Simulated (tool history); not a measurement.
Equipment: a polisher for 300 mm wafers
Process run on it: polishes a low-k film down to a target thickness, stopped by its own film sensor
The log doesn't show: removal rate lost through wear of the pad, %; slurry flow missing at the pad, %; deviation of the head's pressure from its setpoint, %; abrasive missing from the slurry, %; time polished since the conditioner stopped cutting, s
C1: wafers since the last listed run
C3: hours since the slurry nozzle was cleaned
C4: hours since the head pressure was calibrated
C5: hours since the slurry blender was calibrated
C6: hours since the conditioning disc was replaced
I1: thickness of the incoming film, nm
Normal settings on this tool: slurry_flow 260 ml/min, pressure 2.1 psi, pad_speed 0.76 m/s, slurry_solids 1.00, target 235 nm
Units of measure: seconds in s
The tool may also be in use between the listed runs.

run 1 hour=0.0 | slurry_flow=260 pressure=2.1 pad_speed=0.76 slurry_solids=1.00 target=235 | C1=0 wafers_polished_on_this_pad=839 C3=344.7 C4=61.1 C5=119.8 C6=404.1 | I1=270.5 | seconds=121.0
-- hour=25.5 conditioning disc replaced and pad reconditioned
run 2 hour=29.9 | slurry_flow=260 pressure=2.1 pad_speed=0.76 slurry_solids=1.00 target=235 | C1=165 wafers_polished_on_this_pad=1005 C3=374.6 C4=91.0 C5=149.7 C6=4.4 | I1=267.9 | seconds=112.5
run 3 hour=60.2 | slurry_flow=180 pressure=2.1 pad_speed=0.76 slurry_solids=1.00 target=235 | C1=179 wafers_polished_on_this_pad=1185 C3=404.9 C4=121.3 C5=180.0 C6=34.7 | I1=268.3 | seconds=124.0
-- hour=67.9 worn pad replaced by a new one
run 4 hour=84.6 | slurry_flow=260 pressure=2.1 pad_speed=0.76 slurry_solids=1.00 target=235 | C1=121 wafers_polished_on_this_pad=99 C3=429.3 C4=145.7 C5=204.4 C6=59.1 | I1=275.3 | seconds=140.7
run 5 hour=99.2 | slurry_flow=320 pressure=1.7 pad_speed=0.76 slurry_solids=1.00 target=235 | C1=86 wafers_polished_on_this_pad=185 C3=443.9 C4=160.3 C5=219.0 C6=73.7 | I1=268.9 | seconds=143.4
-- hour=111.3 slurry nozzle cleaned
run 6 hour=131.2 | slurry_flow=180 pressure=2.1 pad_speed=0.94 slurry_solids=1.00 target=235 | C1=184 wafers_polished_on_this_pad=369 C3=19.9 C4=192.3 C5=251.0 C6=105.7 | I1=269.4 | seconds=101.1
run 7 hour=147.1 | slurry_flow=195 pressure=1.8 pad_speed=0.76 slurry_solids=1.00 target=239 | C1=94 wafers_polished_on_this_pad=464 C3=35.8 C4=208.2 C5=266.9 C6=121.6 | I1=265.7 | seconds=109.4
-- hour=163.8 slurry blender recalibrated
run 8 hour=182.4 | slurry_flow=260 pressure=2.1 pad_speed=0.90 slurry_solids=1.00 target=224 | C1=197 wafers_polished_on_this_pad=662 C3=71.1 C4=243.5 C5=18.6 C6=156.9 | I1=271.2 | seconds=136.4
run 9 hour=204.5 | slurry_flow=260 pressure=2.1 pad_speed=0.76 slurry_solids=1.00 target=235 | C1=131 wafers_polished_on_this_pad=793 C3=93.2 C4=265.6 C5=40.7 C6=179.0 | I1=274.2 | seconds=130.0
run 10 hour=217.0 | slurry_flow=260 pressure=2.1 pad_speed=0.76 slurry_solids=1.00 target=235 | C1=74 wafers_polished_on_this_pad=867 C3=105.7 C4=278.1 C5=53.2 C6=191.5 | I1=270.1 | seconds=117.8
run 11 hour=235.3 | slurry_flow=315 pressure=1.7 pad_speed=0.76 slurry_solids=1.00 target=242 | C1=108 wafers_polished_on_this_pad=976 C3=124.0 C4=296.4 C5=71.5 C6=209.8 | I1=271.5 | seconds=118.6
run 12 hour=257.8 | slurry_flow=325 pressure=2.1 pad_speed=0.50 slurry_solids=0.85 target=239 | C1=133 wafers_polished_on_this_pad=1109 C3=146.5 C4=318.9 C5=94.0 C6=232.3 | I1=268.1 | seconds=140.5
run 13 hour=274.0 | slurry_flow=260 pressure=2.8 pad_speed=0.76 slurry_solids=0.75 target=240 | C1=96 wafers_polished_on_this_pad=1205 C3=162.7 C4=335.1 C5=110.2 C6=248.5 | I1=268.1 | seconds=77.3
run 14 hour=297.5 | slurry_flow=260 pressure=1.8 pad_speed=0.76 slurry_solids=1.00 target=235 | C1=139 wafers_polished_on_this_pad=1345 C3=186.2 C4=358.6 C5=133.7 C6=272.0 | I1=269.0 | seconds=134.7
-- hour=303.8 worn pad replaced by a new one
run 15 hour=333.0 | slurry_flow=260 pressure=2.1 pad_speed=0.76 slurry_solids=0.85 target=235 | C1=186 wafers_polished_on_this_pad=173 C3=221.7 C4=394.1 C5=169.2 C6=307.5 | I1=271.1 | seconds=126.6
run 16 hour=357.6 | slurry_flow=195 pressure=2.1 pad_speed=0.76 slurry_solids=1.00 target=235 | C1=146 wafers_polished_on_this_pad=319 C3=246.3 C4=418.7 C5=193.8 C6=332.1 | I1=266.9 | seconds=113.0
run 17 hour=389.9 | slurry_flow=195 pressure=1.8 pad_speed=0.76 slurry_solids=1.00 target=239 | C1=191 wafers_polished_on_this_pad=510 C3=278.6 C4=451.0 C5=226.1 C6=364.4 | I1=266.1 | seconds=111.8
run 18 hour=423.8 | slurry_flow=260 pressure=2.1 pad_speed=0.76 slurry_solids=1.00 target=235 | C1=201 wafers_polished_on_this_pad=712 C3=312.5 C4=484.9 C5=260.0 C6=398.3 | I1=270.7 | seconds=122.2
-- hour=437.5 slurry blender recalibrated
run 19 hour=438.0 | slurry_flow=260 pressure=2.1 pad_speed=0.76 slurry_solids=1.00 target=235 | C1=72 wafers_polished_on_this_pad=784 C3=326.7 C4=499.1 C5=0.5 C6=412.5 | I1=267.9 | seconds=109.0
run 20 hour=459.8 | slurry_flow=260 pressure=2.1 pad_speed=0.76 slurry_solids=1.00 target=235 | C1=129 wafers_polished_on_this_pad=913 C3=348.5 C4=520.9 C5=22.3 C6=434.3 | I1=269.8 | seconds=119.6
-- hour=479.1 conditioning disc replaced and pad reconditioned
run 21 hour=485.9 | slurry_flow=260 pressure=2.1 pad_speed=0.76 slurry_solids=1.00 target=232 | C1=143 wafers_polished_on_this_pad=1056 C3=374.6 C4=547.0 C5=48.4 C6=6.8 | I1=267.5 | seconds=121.2
-- hour=500.1 worn pad replaced by a new one
run 22 hour=500.6 | slurry_flow=260 pressure=2.1 pad_speed=0.76 slurry_solids=1.00 target=225 | C1=63 wafers_polished_on_this_pad=3 C3=389.3 C4=561.7 C5=63.1 C6=21.5 | I1=269.6 | seconds=152.5
run 23 hour=513.5 | slurry_flow=225 pressure=2.1 pad_speed=0.66 slurry_solids=1.00 target=238 | C1=76 wafers_polished_on_this_pad=79 C3=402.2 C4=574.6 C5=76.0 C6=34.4 | I1=270.7 | seconds=128.4
run 24 hour=529.7 | slurry_flow=335 pressure=2.1 pad_speed=0.90 slurry_solids=0.85 target=224 | C1=96 wafers_polished_on_this_pad=175 C3=418.4 C4=590.8 C5=92.2 C6=50.6 | I1=271.8 | seconds=145.8
run 25 hour=549.9 | slurry_flow=260 pressure=1.8 pad_speed=0.58 slurry_solids=1.00 target=235 | C1=119 wafers_polished_on_this_pad=295 C3=438.6 C4=611.0 C5=112.4 C6=70.8 | I1=268.3 | seconds=170.6
run 26 hour=562.1 | slurry_flow=180 pressure=2.1 pad_speed=0.50 slurry_solids=1.00 target=235 | C1=72 wafers_polished_on_this_pad=368 C3=450.8 C4=623.2 C5=124.6 C6=83.0 | I1=268.2 | seconds=171.5

A few steps of seconds between consecutive runs. Split each: what settings, incoming material and random variation would produce without the hidden state, and what is left over for the hidden state, along with gauge scatter present in only one of the two compared results (measured, and without hidden state):
Run 5 -> 6: slurry_flow 320 -> 180, pressure 1.7 -> 2.1, pad_speed 0.76 -> 0.94, slurry nozzle cleaned. seconds -42.3 s: hidden state -4.8, all else -37.5.
Run 12 -> 13: slurry_flow 325 -> 260, pressure 2.1 -> 2.8, pad_speed 0.50 -> 0.76, slurry_solids 0.85 -> 0.75, target 239 -> 240. seconds -63.2 s: hidden state -0.4, all else -62.8.
Run 13 -> 14: pressure 2.8 -> 1.8, slurry_solids 0.75 -> 1.00, target 240 -> 235. seconds +57.4 s: hidden state +1.1, all else +56.3.
Run 25 -> 26: slurry_flow 260 -> 180, pressure 1.8 -> 2.1, pad_speed 0.58 -> 0.50. seconds +0.9 s: hidden state +3.6, all else -2.7.

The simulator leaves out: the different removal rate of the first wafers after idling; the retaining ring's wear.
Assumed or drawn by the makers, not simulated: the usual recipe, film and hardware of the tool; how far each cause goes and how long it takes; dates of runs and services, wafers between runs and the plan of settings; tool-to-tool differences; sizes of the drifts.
